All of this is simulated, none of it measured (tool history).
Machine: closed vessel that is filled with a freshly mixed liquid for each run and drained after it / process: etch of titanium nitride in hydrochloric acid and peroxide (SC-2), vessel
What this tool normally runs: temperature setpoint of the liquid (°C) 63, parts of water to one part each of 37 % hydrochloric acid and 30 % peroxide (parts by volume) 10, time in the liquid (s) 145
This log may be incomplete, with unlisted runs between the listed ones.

run,hour,temperature setpoint of the liquid (°C),parts of water to one part each of 37 % hydrochloric acid and 30 % peroxide (parts by volume),time in the liquid (s),"read-back film thickness of the titanium nitride reference wafer, read on the same gauge (nm)",thickness taken off the titanium nitride on a monitor wafer (Å)
1,0,63,10,145,157.34,95.3
2,67.4,63,10,145,157.59,95.4
3,132.7,63,10,145,157.8,94.5
4,180.7,63,10,145,157.98,95.4
5,225.4,63,10,145,158.05,94
6,327.8,63,10,145,158.29,96.4
# hour 341: new drum of peroxide connected
7,418.4,63,10,145,158.46,95.2
8,498.2,63,10,145,158.56,97.4
9,570.8,63,10,145,158.68,95.2
10,610.7,56.5,8.5,100,158.72,49.9
# hour 648.5: gauge calibrated
11,665.8,71.5,10,145,150.98,151.6
12,759.1,59.5,13.5,210,152.51,84
# hour 771.9: chemicals flow meter replaced
# hour 824.2: new drum of peroxide connected
13,965.7,63,10,145,154.91,93.4
# hour 1019.7: thermometer replaced
14,1032.5,68,12,60,155.45,45.5
15,1138.3,63,10,65,156.16,42.1
16,1228.7,63,10,145,156.67,93.9
17,1276.7,63,10,145,156.89,94.6
# hour 1295.5: new drum of peroxide connected
18,1317.5,60.5,10,210,157.05,117

A few steps of thickness taken off the titanium nitride on a monitor wafer (Å) between consecutive runs. Split each: what settings, incoming material and random variation would produce without the hidden state, and what is left over for the hidden state, along with gauge scatter present in only one of the two compared results (measured, and without hidden state):
Hidden state at play: liquid hotter than its thermometer reads (K); chemicals flow above the setpoint (%); peroxide weaker than its label (%); gauge reads high (%).
Run 9 -> 10: temperature setpoint of the liquid (°C) 63 -> 56.5, parts of water to one part each of 37 % hydrochloric acid and 30 % peroxide (parts by volume) 10 -> 8.5, time in the liquid (s) 145 -> 100. thickness taken off the titanium nitride on a monitor wafer (Å) -45.3: hidden state -2.4, all else -42.9.
Run 10 -> 11: temperature setpoint of the liquid (°C) 56.5 -> 71.5, parts of water to one part each of 37 % hydrochloric acid and 30 % peroxide (parts by volume) 8.5 -> 10, time in the liquid (s) 100 -> 145, gauge calibrated. thickness taken off the titanium nitride on a monitor wafer (Å) +101.7: hidden state -1.8, all else +103.5.
